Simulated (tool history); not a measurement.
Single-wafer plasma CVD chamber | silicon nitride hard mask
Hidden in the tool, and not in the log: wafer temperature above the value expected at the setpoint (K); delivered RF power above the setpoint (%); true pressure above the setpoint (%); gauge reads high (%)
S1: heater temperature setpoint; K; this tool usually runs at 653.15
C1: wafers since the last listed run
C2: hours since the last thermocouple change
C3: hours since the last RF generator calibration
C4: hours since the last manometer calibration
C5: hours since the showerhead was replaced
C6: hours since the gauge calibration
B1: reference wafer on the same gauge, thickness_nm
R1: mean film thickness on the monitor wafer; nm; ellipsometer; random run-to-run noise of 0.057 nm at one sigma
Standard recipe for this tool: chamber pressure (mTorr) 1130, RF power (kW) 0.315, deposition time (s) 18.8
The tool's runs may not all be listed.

Run 1, day 0.000: usual settings but chamber pressure (mTorr) 1030, deposition time (s) 19.7; C1 0; C2 455.5; C3 62.2; C4 993.2; C5 5151.8; C6 2471.3; B1 21.496. Result: R1 20.229 nm.
Run 2, day 4.375: usual settings but chamber pressure (mTorr) 1030, deposition time (s) 19.7; C1 3847; C2 560.5; C3 167.2; C4 1098.2; C5 5256.8; C6 2576.3; B1 21.516. Result: R1 20.159 nm.
Run 3, day 7.171: usual settings; C1 2459; C2 627.6; C3 234.3; C4 1165.3; C5 5323.9; C6 2643.4; B1 21.482. Result: R1 19.887 nm.
Run 4, day 9.504: usual settings; C1 2052; C2 683.6; C3 290.3; C4 1221.3; C5 5379.9; C6 2699.4; B1 21.505. Result: R1 19.881 nm.
Run 5, day 11.033: usual settings; C1 1344; C2 720.3; C3 327.0; C4 1258.0; C5 5416.6; C6 2736.1; B1 21.513. Result: R1 19.856 nm.
At day 21.354: RF generator calibrated, repeated, since the last time left the tool worse.
Run 6, day 22.779: usual settings but chamber pressure (mTorr) 1290, deposition time (s) 20.9; C1 10037; C2 1002.2; C3 34.2; C4 1539.9; C5 5698.5; C6 3018.0; B1 21.507. Result: R1 24.024 nm.
Run 7, day 26.950: usual settings but deposition time (s) 22.1; C1 3668; C2 1102.3; C3 134.3; C4 1640.0; C5 5798.6; C6 3118.1; B1 21.502. Result: R1 24.255 nm.
At day 34.929: thermocouple changed; heater temperature recalibrated.
Run 8, day 35.804: usual settings but S1 661.15 K, chamber pressure (mTorr) 960, deposition time (s) 16.7; C1 7494; C2 21.0; C3 346.8; C4 1852.5; C5 6011.1; C6 3330.6; B1 21.490. Result: R1 17.054 nm.
Run 9, day 40.229: usual settings but RF power (kW) 0.350; C1 3891; C2 127.2; C3 453.0; C4 1958.7; C5 6117.3; C6 3436.8; B1 21.519. Result: R1 21.460 nm.
Run 10, day 42.488: usual settings; C1 1986; C2 181.4; C3 507.2; C4 2012.9; C5 6171.5; C6 3491.0; B1 21.503. Result: R1 20.482 nm.
Run 11, day 44.400: usual settings but S1 659.15 K, chamber pressure (mTorr) 980, RF power (kW) 0.345, deposition time (s) 15.3; C1 1682; C2 227.3; C3 553.1; C4 2058.8; C5 6217.4; C6 3536.9; B1 21.499. Result: R1 16.354 nm.
Run 12, day 48.854: usual settings but S1 665.15 K, RF power (kW) 0.270; C1 3917; C2 334.2; C3 660.0; C4 2165.7; C5 6324.3; C6 3643.8; B1 21.499. Result: R1 19.057 nm.
At day 50.508: showerhead replaced.
Run 13, day 50.529: usual settings but S1 640.15 K, chamber pressure (mTorr) 1340, RF power (kW) 0.360, deposition time (s) 20.7; C1 1180; C2 374.4; C3 700.2; C4 2205.9; C5 0.5; C6 3684.0; B1 21.492. Result: R1 25.589 nm.
At day 53.125: capacitance manometer re-zeroed and calibrated.
Run 14, day 53.629: usual settings; C1 2433; C2 448.8; C3 774.6; C4 12.1; C5 74.9; C6 3758.4; B1 21.511. Result: R1 20.462 nm.
Run 15, day 56.296: usual settings but RF power (kW) 0.335, deposition time (s) 21.6; C1 2345; C2 512.8; C3 838.6; C4 76.1; C5 138.9; C6 3822.4; B1 21.497. Result: R1 23.998 nm.
At day 57.958: gauge calibrated.
Run 16, day 58.221: usual settings but chamber pressure (mTorr) 1220; C1 1693; C2 559.0; C3 884.8; C4 122.3; C5 185.1; C6 6.3; B1 21.492. Result: R1 21.023 nm.
Run 17, day 60.279: usual settings but S1 667.15 K; C1 1810; C2 608.4; C3 934.2; C4 171.7; C5 234.5; C6 55.7; B1 21.518. Result: R1 20.255 nm.
Run 18, day 70.379: usual settings but S1 646.15 K, chamber pressure (mTorr) 1000, RF power (kW) 0.255; C1 8883; C2 850.8; C3 1176.6; C4 414.1; C5 476.9; C6 298.1; B1 21.503. Result: R1 17.784 nm.
Run 19, day 73.275: usual settings but S1 638.15 K, chamber pressure (mTorr) 1260; C1 2546; C2 920.3; C3 1246.1; C4 483.6; C5 546.4; C6 367.6; B1 21.511. Result: R1 21.239 nm.
Run 20, day 76.075: usual settings; C1 2462; C2 987.5; C3 1313.3; C4 550.8; C5 613.6; C6 434.8; B1 21.502. Result: R1 20.328 nm.
Run 21, day 79.279: usual settings but chamber pressure (mTorr) 1290, RF power (kW) 0.330; C1 2818; C2 1064.4; C3 1390.2; C4 627.7; C5 690.5; C6 511.7; B1 21.501. Result: R1 21.533 nm.
Run 22, day 83.667: usual settings but RF power (kW) 0.265; C1 3858; C2 1169.7; C3 1495.5; C4 733.0; C5 795.8; C6 617.0; B1 21.504. Result: R1 18.749 nm.
At day 84.075: RF generator calibrated.
Run 23, day 86.579: usual settings; C1 2268; C2 1239.6; C3 60.1; C4 802.9; C5 865.7; C6 686.9; B1 21.504. Result: R1 20.712 nm.
Run 24, day 88.342: usual settings; C1 1550; C2 1281.9; C3 102.4; C4 845.2; C5 908.0; C6 729.2; B1 21.492. Result: R1 20.663 nm.
Run 25, day 92.088: usual settings but deposition time (s) 21.8; C1 3294; C2 1371.8; C3 192.3; C4 935.1; C5 997.9; C6 819.1; B1 21.513. Result: R1 23.889 nm.
Run 26, day 96.383: usual settings; C1 3778; C2 1474.9; C3 295.4; C4 1038.2; C5 1101.0; C6 922.2; B1 21.493. Result: R1 20.452 nm.
At day 97.062: thermocouple changed; heater temperature recalibrated.
Run 27, day 98.708: usual settings; C1 1751; C2 39.5; C3 351.2; C4 1094.0; C5 1156.8; C6 978.0; B1 21.501. Result: R1 20.593 nm.

Hidden condition of the tool, last listed run before each entry between runs versus first listed run after:
Logged between run 5 and run 6: RF generator calibrated, repeated, since the last time left the tool worse (day 21.354)
  delivered RF power above the setpoint (%): -9.65 -> -0.708
  measured value less the no-hidden-state value, R1: -0.857 -> -0.072 nm
Logged between run 7 and run 8: thermocouple changed; heater temperature recalibrated (day 34.929)
  delivered RF power above the setpoint (%): -1.03 -> -1.71
  measured value less the no-hidden-state value, R1: -0.105 -> -0.124 nm
Logged between run 12 and run 13: showerhead replaced (day 50.508)
  delivered RF power above the setpoint (%): -2.71 -> -2.84
  measured value less the no-hidden-state value, R1: -0.228 -> -0.297 nm
Logged between run 13 and run 14: capacitance manometer re-zeroed and calibrated (day 53.125)
  delivered RF power above the setpoint (%): -2.84 -> -3.08
  measured value less the no-hidden-state value, R1: -0.297 -> -0.269 nm
Logged between run 15 and run 16: gauge calibrated (day 57.958)
  delivered RF power above the setpoint (%): -3.28 -> -3.43
  measured value less the no-hidden-state value, R1: -0.338 -> -0.310 nm
Logged between run 22 and run 23: RF generator calibrated (day 84.075)
  delivered RF power above the setpoint (%): -5.39 -> -0.633
  measured value less the no-hidden-state value, R1: -0.452 -> -0.056 nm
Logged between run 26 and run 27: thermocouple changed; heater temperature recalibrated (day 97.062)
  delivered RF power above the setpoint (%): -1.39 -> -1.57
  measured value less the no-hidden-state value, R1: -0.121 -> -0.137 nm
